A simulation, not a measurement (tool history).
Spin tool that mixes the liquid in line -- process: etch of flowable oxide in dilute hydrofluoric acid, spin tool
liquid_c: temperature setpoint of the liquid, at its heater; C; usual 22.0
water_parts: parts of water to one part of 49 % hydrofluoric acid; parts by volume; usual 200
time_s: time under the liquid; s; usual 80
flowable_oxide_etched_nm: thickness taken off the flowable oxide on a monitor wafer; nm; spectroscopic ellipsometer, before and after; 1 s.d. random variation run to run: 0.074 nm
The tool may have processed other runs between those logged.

run	hour	liquid_c	water_parts	time_s	wafers since the last listed run	hours since the thermometer was replaced	hours since the hydrofluoric acid flow meter was replaced	hours since the gauge calibration	read-back film thickness of the flowable oxide reference wafer, read on the same gauge (nm)	flowable_oxide_etched_nm
1	0.0	22.0	200	50	0	1016.3	618.8	403.8	40.04	6.00
2	27.4	22.0	200	80	274	1043.7	646.2	431.2	40.03	9.70
3	61.7	22.0	270	60	343	1078.0	680.5	465.5	39.99	5.02
4	83.4	22.0	270	60	217	1099.7	702.2	487.2	40.00	4.95
5	102.9	24.5	200	80	195	1119.2	721.7	506.7	39.98	10.47
6	115.5	24.5	200	80	126	1131.8	734.3	519.3	40.00	10.54
7	141.0	24.5	200	80	255	1157.3	759.8	544.8	40.00	10.52
8	166.2	22.0	200	80	252	1182.5	785.0	570.0	39.94	9.44
9	193.4	25.0	200	60	272	1209.7	812.2	597.2	40.02	8.00
10	217.2	22.0	200	80	238	1233.5	836.0	621.0	40.02	9.56
11	253.6	24.5	120	80	364	1269.9	872.4	657.4	40.02	19.37
12	268.5	24.5	120	80	149	1284.8	887.3	672.3	40.01	18.97
13	287.4	22.0	200	115	189	1303.7	906.2	691.2	39.98	13.75
14	306.3	22.0	200	125	189	1322.6	925.1	710.1	39.97	14.61
15	339.9	22.0	240	80	336	1356.2	958.7	743.7	40.00	7.60
# hour 348.8: gauge calibrated
16	367.7	22.0	200	50	278	1384.0	986.5	18.9	40.02	5.92
17	392.6	20.0	150	80	249	1408.9	1011.4	43.8	39.98	12.37
18	408.8	22.0	200	80	162	1425.1	1027.6	60.0	40.03	9.44
19	424.3	20.0	300	115	155	1440.6	1043.1	75.5	39.97	7.62
20	445.0	20.0	265	110	207	1461.3	1063.8	96.2	40.01	8.50
21	471.0	22.0	240	80	260	1487.3	1089.8	122.2	40.01	7.61
22	485.6	22.0	245	80	146	1501.9	1104.4	136.8	40.06	7.38
23	518.4	22.0	105	80	328	1534.7	1137.2	169.6	40.00	20.01
# hour 520.2: hydrofluoric acid flow meter replaced
24	533.1	19.0	230	100	137	1549.4	12.9	184.3	39.99	9.19
25	560.3	22.0	200	80	272	1576.6	40.1	211.5	40.01	9.69
26	583.3	18.0	160	40	230	1599.6	63.1	234.5	40.02	5.43
# hour 655.2: thermometer replaced
27	662.5	23.5	230	35	783	7.3	142.3	313.7	40.00	3.86
28	684.5	22.0	200	80	220	29.3	164.3	335.7	40.02	9.92
29	709.8	22.0	200	80	253	54.6	189.6	361.0	40.00	9.86
30	737.1	26.5	200	80	273	81.9	216.9	388.3	40.01	11.41
31	756.9	22.0	110	80	198	101.7	236.7	408.1	39.98	19.67
32	782.6	19.5	230	120	257	127.4	262.4	433.8	39.98	11.19
33	815.7	24.5	275	110	331	160.5	295.5	466.9	39.98	9.76
34	842.9	22.0	200	80	272	187.7	322.7	494.1	39.98	9.75
35	876.6	22.0	200	80	337	221.4	356.4	527.8	39.99	9.71

Some steps in flowable_oxide_etched_nm, run to run, broken into two amounts with sign: the step expected even without the hidden condition (settings, incoming material, random variation), and the rest, left for the hidden condition together with whatever gauge scatter is not in both the measured and the hidden-condition-free result:
What the log doesn't record here: liquid hotter than its thermometer reads (K); hydrofluoric acid flow below the setpoint (%); gauge reads high (%).
Run 10 -> 11: liquid_c 22.0 -> 24.5, water_parts 200 -> 120. flowable_oxide_etched_nm +9.81 nm: hidden state -0.26, all else +10.07.
Run 22 -> 23: water_parts 245 -> 105. flowable_oxide_etched_nm +12.63 nm: hidden state -0.40, all else +13.03.
Run 23 -> 24: liquid_c 22.0 -> 19.0, water_parts 105 -> 230, time_s 80 -> 100, hydrofluoric acid flow meter replaced. flowable_oxide_etched_nm -10.82 nm: hidden state +0.64, all else -11.46.

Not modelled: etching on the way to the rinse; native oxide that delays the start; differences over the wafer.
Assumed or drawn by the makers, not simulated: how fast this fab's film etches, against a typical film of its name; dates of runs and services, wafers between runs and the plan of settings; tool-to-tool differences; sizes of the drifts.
